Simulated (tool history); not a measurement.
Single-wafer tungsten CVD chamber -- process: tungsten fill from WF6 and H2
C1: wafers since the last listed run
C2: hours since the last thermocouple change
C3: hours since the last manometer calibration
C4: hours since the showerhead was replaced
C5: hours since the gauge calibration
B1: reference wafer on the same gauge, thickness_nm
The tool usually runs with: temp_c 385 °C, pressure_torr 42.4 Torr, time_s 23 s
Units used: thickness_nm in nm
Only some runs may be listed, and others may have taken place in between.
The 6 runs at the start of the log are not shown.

{"run": 7, "hour": 127.9, "temp_c": 385, "pressure_torr": 42.4, "time_s": 23, "C1": 378, "C2": 241.1, "C3": 2836.5, "C4": 3153.6, "C5": 1231.2, "B1": 57.069, "thickness_nm": 58.769}
{"run": 8, "hour": 150.4, "temp_c": 385, "pressure_torr": 42.4, "time_s": 23, "C1": 612, "C2": 263.6, "C3": 2859, "C4": 3176.1, "C5": 1253.7, "B1": 56.955, "thickness_nm": 58.593}
{"run": 9, "hour": 167.3, "temp_c": 385, "pressure_torr": 42.4, "time_s": 23, "C1": 460, "C2": 280.5, "C3": 2875.9, "C4": 3193, "C5": 1270.6, "B1": 56.955, "thickness_nm": 58.202}
{"hour": 184.7, "done": "capacitance manometer re-zeroed and calibrated"}
{"run": 10, "hour": 185.2, "temp_c": 385, "pressure_torr": 36.6, "time_s": 18.5, "C1": 269, "C2": 298.4, "C3": 0.5, "C4": 3210.9, "C5": 1288.5, "B1": 56.971, "thickness_nm": 40.857}
{"run": 11, "hour": 196.5, "temp_c": 398, "pressure_torr": 42.4, "time_s": 27.3, "C1": 307, "C2": 309.7, "C3": 11.8, "C4": 3222.2, "C5": 1299.8, "B1": 57.037, "thickness_nm": 82.212}
{"hour": 216.0, "done": "gauge calibrated"}
{"run": 12, "hour": 220.8, "temp_c": 377, "pressure_torr": 47.1, "time_s": 27.2, "C1": 661, "C2": 334, "C3": 36.1, "C4": 3246.5, "C5": 4.8, "B1": 56.943, "thickness_nm": 61.057}
{"run": 13, "hour": 238.3, "temp_c": 385, "pressure_torr": 42.4, "time_s": 23, "C1": 476, "C2": 351.5, "C3": 53.6, "C4": 3264, "C5": 22.3, "B1": 56.951, "thickness_nm": 56.285}
{"run": 14, "hour": 260.0, "temp_c": 385, "pressure_torr": 42.4, "time_s": 23, "C1": 590, "C2": 373.2, "C3": 75.3, "C4": 3285.7, "C5": 44, "B1": 56.966, "thickness_nm": 56.688}
{"run": 15, "hour": 287.2, "temp_c": 385, "pressure_torr": 36.6, "time_s": 18.5, "C1": 740, "C2": 400.4, "C3": 102.5, "C4": 3312.9, "C5": 71.2, "B1": 57.043, "thickness_nm": 41.25}
{"run": 16, "hour": 304.3, "temp_c": 399, "pressure_torr": 51.1, "time_s": 18.7, "C1": 465, "C2": 417.5, "C3": 119.6, "C4": 3330, "C5": 88.3, "B1": 57.121, "thickness_nm": 64.469}
{"run": 17, "hour": 328.3, "temp_c": 385, "pressure_torr": 36.5, "time_s": 21.5, "C1": 653, "C2": 441.5, "C3": 143.6, "C4": 3354, "C5": 112.3, "B1": 56.918, "thickness_nm": 48.593}
{"hour": 356.5, "done": "showerhead replaced, of another model than before"}
{"run": 18, "hour": 357.0, "temp_c": 373, "pressure_torr": 42.4, "time_s": 20, "C1": 563, "C2": 470.2, "C3": 172.3, "C4": 0.5, "C5": 141, "B1": 57.028, "thickness_nm": 39.604}
{"run": 19, "hour": 454.6, "temp_c": 385, "pressure_torr": 42.4, "time_s": 23, "C1": 2657, "C2": 567.8, "C3": 269.9, "C4": 98.1, "C5": 238.6, "B1": 56.946, "thickness_nm": 57.258}
{"run": 20, "hour": 478.9, "temp_c": 372, "pressure_torr": 51.2, "time_s": 26, "C1": 661, "C2": 592.1, "C3": 294.2, "C4": 122.4, "C5": 262.9, "B1": 56.986, "thickness_nm": 59.032}
{"run": 21, "hour": 495.9, "temp_c": 385, "pressure_torr": 49.7, "time_s": 21.5, "C1": 462, "C2": 609.1, "C3": 311.2, "C4": 139.4, "C5": 279.9, "B1": 57.051, "thickness_nm": 61.01}

For run 22, what comes out?
{"run": 22, "hour": 531.4, "temp_c": 379, "pressure_torr": 42.4, "time_s": 25.4, "C1": 966, "C2": 644.6, "C3": 346.7, "C4": 174.9, "C5": 315.4, "B1": "?", "thickness_nm": "?"}

B1: 57.007
thickness_nm: 57.329 nm
Were there no unlogged condition in the tool, this run, its random variation unchanged, would have produced thickness_nm 56.048 nm.
